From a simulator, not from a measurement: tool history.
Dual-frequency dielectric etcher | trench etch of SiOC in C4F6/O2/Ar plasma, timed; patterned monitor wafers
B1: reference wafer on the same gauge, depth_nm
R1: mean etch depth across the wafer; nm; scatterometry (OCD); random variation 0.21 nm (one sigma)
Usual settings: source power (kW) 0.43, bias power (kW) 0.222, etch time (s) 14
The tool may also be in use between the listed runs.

{"run": 1, "hour": 0.0, "source power (kW)": 0.43, "bias power (kW)": 0.222, "etch time (s)": 14, "B1": 37, "R1": 30.49}
{"run": 2, "hour": 16.4, "source power (kW)": 0.43, "bias power (kW)": 0.222, "etch time (s)": 14, "B1": 37.04, "R1": 30.43}
{"run": 3, "hour": 29.6, "source power (kW)": 0.43, "bias power (kW)": 0.222, "etch time (s)": 14, "B1": 37.07, "R1": 30.49}
{"run": 4, "hour": 41.0, "source power (kW)": 0.43, "bias power (kW)": 0.222, "etch time (s)": 14, "B1": 37.01, "R1": 30.51}
{"run": 5, "hour": 52.4, "source power (kW)": 0.43, "bias power (kW)": 0.222, "etch time (s)": 14, "B1": 36.95, "R1": 30.54}
{"run": 6, "hour": 65.3, "source power (kW)": 0.43, "bias power (kW)": 0.222, "etch time (s)": 14, "B1": 37.02, "R1": 30.12}
{"run": 7, "hour": 83.1, "source power (kW)": 0.43, "bias power (kW)": 0.222, "etch time (s)": 14, "B1": 36.97, "R1": 30.16}
{"run": 8, "hour": 96.5, "source power (kW)": 0.43, "bias power (kW)": 0.222, "etch time (s)": 14, "B1": 36.98, "R1": 29.68}
{"run": 9, "hour": 113.0, "source power (kW)": 0.43, "bias power (kW)": 0.222, "etch time (s)": 14, "B1": 37.03, "R1": 29.89}
{"run": 10, "hour": 165.4, "source power (kW)": 0.43, "bias power (kW)": 0.222, "etch time (s)": 14, "B1": 37.03, "R1": 29.8}
{"run": 11, "hour": 224.9, "source power (kW)": 0.46, "bias power (kW)": 0.222, "etch time (s)": 11, "B1": 37.02, "R1": 25.73}
{"run": 12, "hour": 228.1, "source power (kW)": 0.49, "bias power (kW)": 0.222, "etch time (s)": 16, "B1": 36.9, "R1": 38.89}
{"run": 13, "hour": 234.5, "source power (kW)": 0.35, "bias power (kW)": 0.175, "etch time (s)": 17, "B1": 36.94, "R1": 31.51}
{"run": 14, "hour": 244.4, "source power (kW)": 0.43, "bias power (kW)": 0.222, "etch time (s)": 10.5, "B1": 37.02, "R1": 23.58}
{"run": 15, "hour": 250.4, "source power (kW)": 0.43, "bias power (kW)": 0.262, "etch time (s)": 15, "B1": 37.03, "R1": 34.56}
{"run": 16, "hour": 256.8, "source power (kW)": 0.43, "bias power (kW)": 0.179, "etch time (s)": 12.5, "B1": 37.07, "R1": 26.63}
{"run": 17, "hour": 271.1, "source power (kW)": 0.49, "bias power (kW)": 0.171, "etch time (s)": 14, "B1": 36.93, "R1": 31.65}
{"run": 18, "hour": 282.1, "source power (kW)": 0.43, "bias power (kW)": 0.222, "etch time (s)": 14, "B1": 36.96, "R1": 30.72}
{"run": 19, "hour": 297.5, "source power (kW)": 0.43, "bias power (kW)": 0.222, "etch time (s)": 14, "B1": 37.03, "R1": 31.46}
{"run": 20, "hour": 310.2, "source power (kW)": 0.33, "bias power (kW)": 0.222, "etch time (s)": 18, "B1": 37.08, "R1": 32.94}

Taken out of this log: 6 entries between the listed runs. Where each belongs, and how the hidden state differs across it:
Between runs 5 and 6: gauge calibrated (hour 60.9)
  etch rate over this chamber's usual, %: -3.44 -> -3.63
  measured less the result without the state, R1: -1.09 -> -1.13 nm
Between runs 9 and 10: source power generator calibrated (hour 149.7)
  etch rate over this chamber's usual, %: -4.35 -> -5.13
  measured less the result without the state, R1: -1.36 -> -1.61 nm
Between runs 10 and 11: bias power generator calibrated (hour 189.7); gauge calibrated (hour 209.8); upper electrode replaced (hour 223.6); wet clean of the chamber (hour 224.4)
  etch rate over this chamber's usual, %: -5.13 -> 0.0782
  measured less the result without the state, R1: -1.61 -> +0.02 nm
